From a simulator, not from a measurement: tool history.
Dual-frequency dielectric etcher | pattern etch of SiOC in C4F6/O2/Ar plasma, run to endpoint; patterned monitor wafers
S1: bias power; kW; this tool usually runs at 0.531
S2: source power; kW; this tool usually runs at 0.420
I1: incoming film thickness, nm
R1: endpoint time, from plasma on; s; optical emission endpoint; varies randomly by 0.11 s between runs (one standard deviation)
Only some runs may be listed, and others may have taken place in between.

run 1 day=0.000 | S1=0.603 S2=0.420 | I1=42.50 | R1=13.2
run 2 day=1.088 | S1=0.531 S2=0.420 | I1=42.08 | R1=13.5
run 3 day=3.367 | S1=0.531 S2=0.420 | I1=42.19 | R1=13.5
run 4 day=6.283 | S1=0.473 S2=0.420 | I1=42.20 | R1=13.8
-- day=8.446 wet clean of the chamber
run 5 day=8.467 | S1=0.473 S2=0.420 | I1=42.36 | R1=14.4
run 6 day=8.796 | S1=0.473 S2=0.420 | I1=41.98 | R1=14.4
run 7 day=11.562 | S1=0.531 S2=0.470 | I1=42.55 | R1=13.3
run 8 day=12.579 | S1=0.531 S2=0.420 | I1=41.92 | R1=13.5
run 9 day=14.475 | S1=0.599 S2=0.420 | I1=42.16 | R1=13.2
run 10 day=17.292 | S1=0.599 S2=0.420 | I1=42.30 | R1=13.2
run 11 day=20.117 | S1=0.600 S2=0.460 | I1=42.37 | R1=12.5
run 12 day=21.846 | S1=0.531 S2=0.420 | I1=42.39 | R1=13.4
run 13 day=23.042 | S1=0.472 S2=0.420 | I1=41.97 | R1=13.7
run 14 day=25.796 | S1=0.560 S2=0.420 | I1=41.96 | R1=12.8
-- day=26.892 source power generator calibrated
-- day=26.929 wet clean of the chamber
run 15 day=28.046 | S1=0.560 S2=0.420 | I1=42.66 | R1=13.7
run 16 day=30.946 | S1=0.560 S2=0.420 | I1=42.36 | R1=13.4
-- day=32.596 upper electrode replaced, of another model than before
run 17 day=32.617 | S1=0.560 S2=0.420 | I1=42.31 | R1=13.4
run 18 day=34.112 | S1=0.611 S2=0.490 | I1=42.36 | R1=11.5
run 19 day=35.942 | S1=0.473 S2=0.420 | I1=41.77 | R1=14.1
run 20 day=37.400 | S1=0.452 S2=0.480 | I1=41.72 | R1=12.9
run 21 day=38.571 | S1=0.443 S2=0.450 | I1=42.39 | R1=13.7
run 22 day=41.362 | S1=0.531 S2=0.420 | I1=42.32 | R1=13.2
-- day=42.300 bias power generator calibrated
run 23 day=42.758 | S1=0.531 S2=0.420 | I1=42.50 | R1=13.4
-- day=44.438 wet clean of the chamber
run 24 day=44.975 | S1=0.531 S2=0.420 | I1=42.47 | R1=13.8
run 25 day=47.096 | S1=0.642 S2=0.500 | I1=42.35 | R1=11.1
run 26 day=49.733 | S1=0.491 S2=0.510 | I1=42.30 | R1=12.2
run 27 day=51.050 | S1=0.461 S2=0.350 | I1=42.32 | R1=16.6
run 28 day=52.575 | S1=0.531 S2=0.510 | I1=41.96 | R1=11.5
run 29 day=54.417 | S1=0.637 S2=0.460 | I1=42.50 | R1=11.5
run 30 day=56.433 | S1=0.630 S2=0.370 | I1=42.33 | R1=14.0
run 31 day=57.638 | S1=0.662 S2=0.480 | I1=42.21 | R1=10.8
-- day=59.550 wet clean of the chamber
run 32 day=60.538 | S1=0.431 S2=0.350 | I1=42.48 | R1=17.7
run 33 day=63.375 | S1=0.401 S2=0.510 | I1=42.37 | R1=13.5
run 34 day=65.883 | S1=0.531 S2=0.420 | I1=42.12 | R1=13.4

Hidden state, per run?
bias power that arrives over what is set, %: 0 on each run
source power that arrives over what is set, %: 0 on each run
H1: etch rate over this chamber's usual, %
run=1 H1=1.91
run=2 H1=2.27
run=3 H1=3.01
run=4 H1=3.96
run=5 H1=-0.818
run=6 H1=-0.71
run=7 H1=0.191
run=8 H1=0.522
run=9 H1=1.14
run=10 H1=2.06
run=11 H1=2.98
run=12 H1=3.54
run=13 H1=3.93
run=14 H1=4.83
run=15 H1=-0.25
run=16 H1=0.694
run=17 H1=1.24
run=18 H1=1.73
run=19 H1=2.32
run=20 H1=2.8
run=21 H1=3.18
run=22 H1=4.09
run=23 H1=4.54
run=24 H1=0.386
run=25 H1=1.08
run=26 H1=1.94
run=27 H1=2.36
run=28 H1=2.86
run=29 H1=3.46
run=30 H1=4.12
run=31 H1=4.51
run=32 H1=0.379
run=33 H1=1.3
run=34 H1=2.12
